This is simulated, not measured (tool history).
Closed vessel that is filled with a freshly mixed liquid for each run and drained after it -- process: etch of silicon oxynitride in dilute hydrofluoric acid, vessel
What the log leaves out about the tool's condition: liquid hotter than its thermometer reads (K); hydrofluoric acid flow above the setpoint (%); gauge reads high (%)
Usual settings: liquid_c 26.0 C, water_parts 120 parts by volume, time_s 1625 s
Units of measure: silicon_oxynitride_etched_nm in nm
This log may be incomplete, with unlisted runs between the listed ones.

run	day	liquid_c	water_parts	time_s	wafers since the last listed run	hours since the thermometer was replaced	hours since the hydrofluoric acid flow meter was replaced	hours since the gauge calibration	read-back film thickness of the silicon oxynitride reference wafer, read on the same gauge (nm)	silicon_oxynitride_etched_nm
1	0.000	26.0	100	1625	0	1646.8	335.0	1947.7	100.00	34.99
2	1.454	26.0	120	2405	1765	1681.7	369.9	1982.6	100.00	42.36
3	2.804	26.0	120	2405	1638	1714.1	402.3	2015.0	100.02	42.71
4	4.412	26.0	120	2405	1952	1752.7	440.9	2053.6	99.97	42.62
5	6.846	26.0	120	1625	2954	1811.1	499.3	2112.0	100.02	28.78
6	8.088	23.0	120	1625	1507	1840.9	529.1	2141.8	100.04	25.02
7	10.979	26.0	120	1625	3510	1910.3	598.5	2211.2	100.02	28.95
8	13.071	26.0	120	1625	2539	1960.5	648.7	2261.4	100.03	28.92
# day 15.175: gauge calibrated
9	15.200	28.5	120	1625	2584	2011.6	699.8	0.6	100.00	32.28
10	17.992	26.0	120	1625	3389	2078.6	766.8	67.6	99.99	28.85
# day 18.483: hydrofluoric acid flow meter replaced
11	20.058	22.5	80	1125	2458	2128.2	37.8	117.2	100.03	26.31
12	21.325	29.0	85	1625	1537	2158.6	68.2	147.6	100.02	48.38
13	22.533	26.0	120	1050	1466	2187.6	97.2	176.6	99.99	18.70
14	25.242	24.0	165	835	3288	2252.6	162.2	241.6	100.01	9.52
15	29.904	26.0	75	1625	5660	2364.5	274.1	353.5	100.03	48.31
16	37.200	28.5	120	1000	8857	2539.6	449.2	528.6	100.01	19.97
17	39.688	24.5	150	1100	3019	2599.3	508.9	588.3	100.00	14.37
18	42.188	26.0	175	1625	3035	2659.3	568.9	648.3	99.99	19.01
# day 43.038: hydrofluoric acid flow meter replaced
# day 44.696: thermometer replaced
19	44.867	27.5	65	1625	3151	4.1	43.9	712.6	99.99	58.19
20	47.712	26.0	135	1625	3454	72.4	112.2	780.9	100.03	24.56
21	49.871	26.0	120	1290	2620	124.2	164.0	832.7	100.03	22.18
22	52.342	26.0	120	1625	2999	183.5	223.3	892.0	100.02	28.03
23	54.758	24.5	140	2135	2933	241.5	281.3	950.0	100.03	29.02
24	57.321	26.0	120	1625	3110	303.0	342.8	1011.5	100.01	28.06
25	59.929	21.5	65	1625	3166	365.6	405.4	1074.1	99.97	43.84
26	62.871	26.0	120	1625	3571	436.2	476.0	1144.7	100.02	28.24
27	64.312	28.5	140	1125	1750	470.8	510.6	1179.3	99.99	18.37
28	65.338	24.0	80	1625	1244	495.4	535.2	1203.9	99.98	39.73
29	67.008	26.0	120	1625	2028	535.5	575.3	1244.0	99.96	28.14
# day 67.471: hydrofluoric acid flow meter replaced
30	69.171	21.5	80	2180	2574	587.4	40.8	1295.9	99.97	47.29
31	70.946	26.0	70	860	2154	630.0	83.4	1338.5	100.02	26.90

How the hidden state differs across the entries between the runs, from the last listed run before each to the first after it:
In the gap between runs 8 and 9: gauge calibrated (day 15.175)
  liquid hotter than its thermometer reads (K): 0.772 -> 0.788
  what was measured, less what the result would be without the hidden state, silicon_oxynitride_etched_nm: +1.00 -> +1.11 nm
In the gap between runs 10 and 11: hydrofluoric acid flow meter replaced (day 18.483)
  liquid hotter than its thermometer reads (K): 0.809 -> 0.825
  what was measured, less what the result would be without the hidden state, silicon_oxynitride_etched_nm: +1.05 -> +1.02 nm
In the gap between runs 18 and 19: hydrofluoric acid flow meter replaced (day 43.038); thermometer replaced (day 44.696)
  liquid hotter than its thermometer reads (K): 0.991 -> 0.0636
  what was measured, less what the result would be without the hidden state, silicon_oxynitride_etched_nm: +0.81 -> +0.16 nm
In the gap between runs 29 and 30: hydrofluoric acid flow meter replaced (day 67.471)
  liquid hotter than its thermometer reads (K): 0.23 -> 0.246
  what was measured, less what the result would be without the hidden state, silicon_oxynitride_etched_nm: +0.30 -> +0.58 nm
